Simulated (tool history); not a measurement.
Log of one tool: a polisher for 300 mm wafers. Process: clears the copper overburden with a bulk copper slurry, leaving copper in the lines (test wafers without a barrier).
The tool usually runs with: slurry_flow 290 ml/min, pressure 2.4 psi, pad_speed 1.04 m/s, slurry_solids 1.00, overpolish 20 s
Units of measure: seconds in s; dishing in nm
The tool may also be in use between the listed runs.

run   hour  slurry_flow  pressure  pad_speed  slurry_solids  overpolish  wafers since the last listed run  wafers polished on this pad  hours since the slurry nozzle was cleaned  hours since the head pressure was calibrated  hours since the slurry blender was calibrated  incoming thickness of the incoming film, nm  seconds  dishing
  1    0.0          290       2.4       1.24           1.00          20                                 0                         1529                                       82.7                                         205.0                                           82.2                                        724.9     84.2     96.7
  2   16.5          290       2.1       1.04           1.00          20                               151                         1680                                       99.2                                         221.5                                           98.7                                        730.1    110.5     79.5
      37.5  -- worn pad replaced by a new one
  3   38.0          290       2.1       1.04           1.00          20                               160                            4                                      120.7                                         243.0                                          120.2                                        725.0    109.3     77.2
  4   50.2          290       2.4       1.04           1.00          20                               111                          116                                      132.9                                         255.2                                          132.4                                        720.9     99.2     84.3
  5   74.0          290       2.4       1.04           1.00          20                               217                          334                                      156.7                                         279.0                                          156.2                                        717.7     98.1     85.2
  6  108.8          290       2.4       1.04           1.00          29                               318                          652                                      191.5                                         313.8                                          191.0                                        711.6     95.5    106.9
  7  135.8          290       2.4       1.04           1.00          20                               247                          899                                      218.5                                         340.8                                          218.0                                        708.7     95.4     87.2
  8  202.8          290       2.4       1.04           1.00          20                               613                         1513                                      285.5                                         407.8                                          285.0                                        717.4     99.6     84.8
     236.5  -- worn pad replaced by a new one
     236.6  -- slurry blender recalibrated
     276.7  -- head pressure recalibrated
  9  305.4          290       2.4       1.04           1.00          20                               883                          611                                      388.1                                          28.7                                           68.8                                        717.1    102.8     81.0
 10  339.7          290       2.4       1.04           1.00          20                               314                          925                                      422.4                                          63.0                                          103.1                                        725.5    106.7     80.7
 11  372.9          290       2.4       1.04           1.00          20                               303                         1229                                      455.6                                          96.2                                          136.3                                        713.9    107.7     80.0
 12  388.8          265       2.4       1.04           0.85          20                               145                         1374                                      471.5                                         112.1                                          152.2                                        730.4    112.4     78.0
     406.3  -- slurry nozzle cleaned
 13  438.3          350       2.4       1.04           1.00          30                               443                         1818                                       32.0                                         161.6                                          201.7                                        715.4    107.2    103.7
     452.1  -- worn pad replaced by a new one
 14  464.6          290       1.6       1.04           0.80          20                               204                          114                                       58.3                                         187.9                                          228.0                                        724.0    159.3     56.6
     471.4  -- slurry blender recalibrated, repeated, since the last time left the tool worse
 15  489.7          210       2.4       1.26           1.00          16                               211                          325                                       83.4                                         213.0                                           18.3                                        717.0     81.0     83.3
 16  507.5          290       2.1       1.04           1.00          20                               162                          488                                      101.2                                         230.8                                           36.1                                        716.3    102.0     78.1
 17  534.9          290       2.1       1.04           1.00          20                               250                          739                                      128.6                                         258.2                                           63.5                                        716.7    107.6     79.6
 18  561.3          240       3.1       1.04           1.00          20                               241                          980                                      155.0                                         284.6                                           89.9                                        720.4     80.2    103.8
 19  578.0          290       2.9       1.04           0.70          24                               152                         1133                                      171.7                                         301.3                                          106.6                                        717.2     85.4    106.7
 20  592.2          290       2.8       1.04           1.00          20                               129                         1263                                      185.9                                         315.5                                          120.8                                        716.7     82.7     95.0
 21  620.5          290       2.1       1.04           1.00          20                               259                         1522                                      214.2                                         343.8                                          149.1                                        722.4    107.2     79.9
 22  638.7          290       2.4       1.04           1.00          12                               166                         1689                                      232.4                                         362.0                                          167.3                                        723.2     95.9     59.5
     643.7  -- worn pad replaced by a new one
     653.8  -- head pressure recalibrated
 23  723.3          340       2.4       1.04           1.00          29                               719                          710                                      317.0                                          69.5                                          251.9                                        724.9     99.6    106.8
 24  754.6          290       2.0       1.04           1.00          15                               286                          997                                      348.3                                         100.8                                          283.2                                        734.1    117.5     60.7
 25  790.1          320       2.9       1.04           0.70          31                               324                         1322                                      383.8                                         136.3                                          318.7                                        726.1     92.7    120.7
 26  806.0          200       1.9       1.04           1.00          20                               145                         1467                                      399.7                                         152.2                                          334.6                                        714.6    124.1     69.6
 27  818.3          290       2.4       1.04           1.00          20                               112                         1580                                      412.0                                         164.5                                          346.9                                        720.0     98.3     85.1
     823.6  -- worn pad replaced by a new one
     836.5  -- slurry blender recalibrated
 28  843.1          290       2.4       1.04           1.00          20                               172                          160                                      436.8                                         189.3                                            6.6                                        713.1     93.2     87.3

Each run again, without the hidden state but with its own random variation kept:
The hidden state here: removal rate lost through wear of the pad, %; slurry flow missing at the pad, %; deviation of the head's pressure from its setpoint, %; abrasive missing from the slurry, %.
run  seconds  dishing
  1     83.3     97.3
  2    109.3     80.1
  3    107.9     77.8
  4     97.8     85.0
  5     96.5     86.1
  6     93.5    108.2
  7     93.0     88.7
  8     95.8     87.1
  9     92.9     86.8
 10     96.1     86.7
 11     96.5     86.2
 12    100.8     84.2
 13     94.9    111.0
 14    140.6     62.1
 15     80.7     83.5
 16    101.6     78.3
 17    107.0     79.9
 18     79.7    104.2
 19     84.7    107.2
 20     82.0     95.5
 21    105.9     80.5
 22     94.6     60.2
 23     96.9    108.5
 24    113.5     62.3
 25     89.0    123.3
 26    118.4     72.0
 27     93.4     88.1
 28     92.7     87.6
